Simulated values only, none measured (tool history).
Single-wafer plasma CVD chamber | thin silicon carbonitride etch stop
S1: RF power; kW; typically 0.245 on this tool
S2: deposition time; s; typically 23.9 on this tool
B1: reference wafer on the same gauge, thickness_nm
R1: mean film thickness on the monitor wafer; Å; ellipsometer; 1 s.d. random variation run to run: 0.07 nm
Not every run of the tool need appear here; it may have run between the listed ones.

run	hour	S1	S2	B1	R1
1	0	0.245	25.9	11.189	148.84
2	36.5	0.245	25.9	11.167	149.17
3	125.1	0.245	25.9	11.206	148.54
4	203.4	0.23	23.9	11.19	133.11
5	267.1	0.23	23.9	11.196	132.85
6	320.6	0.245	23.9	11.22	134.84
7	379.4	0.245	23.9	11.2	135.33
8	467.5	0.245	23.9	11.209	134.84
9	551.3	0.245	23.9	11.198	134.6
10	591.1	0.245	23.9	11.212	134.33
11	688.6	0.22	23.9	11.211	128.88
12	726.5	0.245	23.9	11.196	135.61
13	780.7	0.245	21.1	11.206	118.28
14	931.9	0.245	23.9	11.194	133.63
# hour 1005.1: gauge calibrated
15	1027.3	0.22	19.5	11.193	104.78

Estimate the outcome of run 16 from the log above:
# hour 1138.4: thermocouple changed; heater temperature recalibrated
16	1138.9	0.215	23.9	?	?

Run 16 yielded B1 11.204, R1 127.78 Å.
With the hidden condition absent and the run-to-run variation left alone, this run would have shown R1 132.34 Å.
